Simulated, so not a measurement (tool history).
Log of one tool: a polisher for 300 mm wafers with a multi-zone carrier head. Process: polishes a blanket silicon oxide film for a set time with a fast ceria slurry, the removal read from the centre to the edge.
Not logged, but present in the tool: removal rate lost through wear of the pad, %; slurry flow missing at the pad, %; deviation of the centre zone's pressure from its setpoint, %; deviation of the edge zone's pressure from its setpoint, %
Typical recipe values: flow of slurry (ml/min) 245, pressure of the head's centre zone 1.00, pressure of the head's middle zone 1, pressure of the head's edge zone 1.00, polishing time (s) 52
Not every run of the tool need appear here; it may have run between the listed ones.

| run | hour | flow of slurry (ml/min) | pressure of the head's centre zone | pressure of the head's middle zone | pressure of the head's edge zone | polishing time (s) | wafers since the last listed run | wafers polished on this pad | hours since the slurry nozzle was cleaned | hours since the centre zone pressure was calibrated | hours since the edge zone pressure was calibrated | hours since the carrier head's membrane was replaced | incoming thickness of the incoming film, nm | film removed at the wafer's centre (nm) | film removed at mid-radius (nm) | film removed at the wafer's edge (nm) |
|---|---|---|---|---|---|---|---|---|---|---|---|---|---|---|---|---|
| 1 | 0.0 | 245 | 1.03 | 1 | 1.00 | 52 | 0 | 185 | 546.1 | 857.9 | 623.8 | 1123.1 | 2600.8 | 852.4 | 850.6 | 847.3 |
| 2 | 8.3 | 245 | 1.03 | 1 | 1.00 | 52 | 104 | 290 | 554.4 | 866.2 | 632.1 | 1131.4 | 2658.1 | 867.3 | 854.8 | 862.1 |
| 3 | 21.7 | 245 | 1.00 | 1 | 1.00 | 52 | 169 | 459 | 567.8 | 879.6 | 645.5 | 1144.8 | 2575.4 | 843.7 | 846.6 | 850.5 |
| 4 | 34.6 | 245 | 1.00 | 1 | 1.00 | 52 | 163 | 623 | 580.7 | 892.5 | 658.4 | 1157.7 | 2655.3 | 825.6 | 831.6 | 840.1 |
| 5 | 53.4 | 245 | 1.00 | 1 | 1.00 | 52 | 237 | 860 | 599.5 | 911.3 | 677.2 | 1176.5 | 2665.7 | 812.6 | 843.1 | 848.8 |
| 6 | 61.4 | 245 | 1.00 | 1 | 1.07 | 45 | 101 | 962 | 607.5 | 919.3 | 685.2 | 1184.5 | 2641.1 | 702.5 | 738.3 | 752.7 |
| 7 | 74.3 | 245 | 1.00 | 1 | 1.07 | 45 | 163 | 1125 | 620.4 | 932.2 | 698.1 | 1197.4 | 2617.9 | 718.9 | 731.4 | 755.6 |
| 8 | 85.9 | 245 | 1.00 | 1 | 1.07 | 45 | 146 | 1272 | 632.0 | 943.8 | 709.7 | 1209.0 | 2669.0 | 703.3 | 705.1 | 762.0 |
|  | 99.5 | worn pad replaced by a new one |
|  | 101.0 | edge zone pressure recalibrated |
| 9 | 101.5 | 245 | 1.00 | 1 | 1.00 | 52 | 127 | 6 | 647.6 | 959.4 | 0.5 | 1224.6 | 2632.9 | 820.3 | 847.5 | 847.1 |
| 10 | 104.7 | 245 | 1.00 | 1 | 1.00 | 52 | 40 | 46 | 650.8 | 962.6 | 3.7 | 1227.8 | 2608.0 | 811.8 | 841.1 | 831.2 |

Estimate the outcome of run 11 from the log above:
| 11 | 111.6 | 165 | 1.00 | 1 | 1.00 | 52 | 87 | 134 | 657.7 | 969.5 | 10.6 | 1234.7 | 2620.5 | ? | ? | ? |

{"run 11": {"film removed at the wafer's centre (nm)": 707.8, "film removed at mid-radius (nm)": 755.4, "film removed at the wafer's edge (nm)": 780.0}}
Take away the tool's hidden state, keep the run-to-run variation as it was, and the same run would have given film removed at the wafer's centre (nm) 803.3, film removed at mid-radius (nm) 844.4, film removed at the wafer's edge (nm) 843.2.
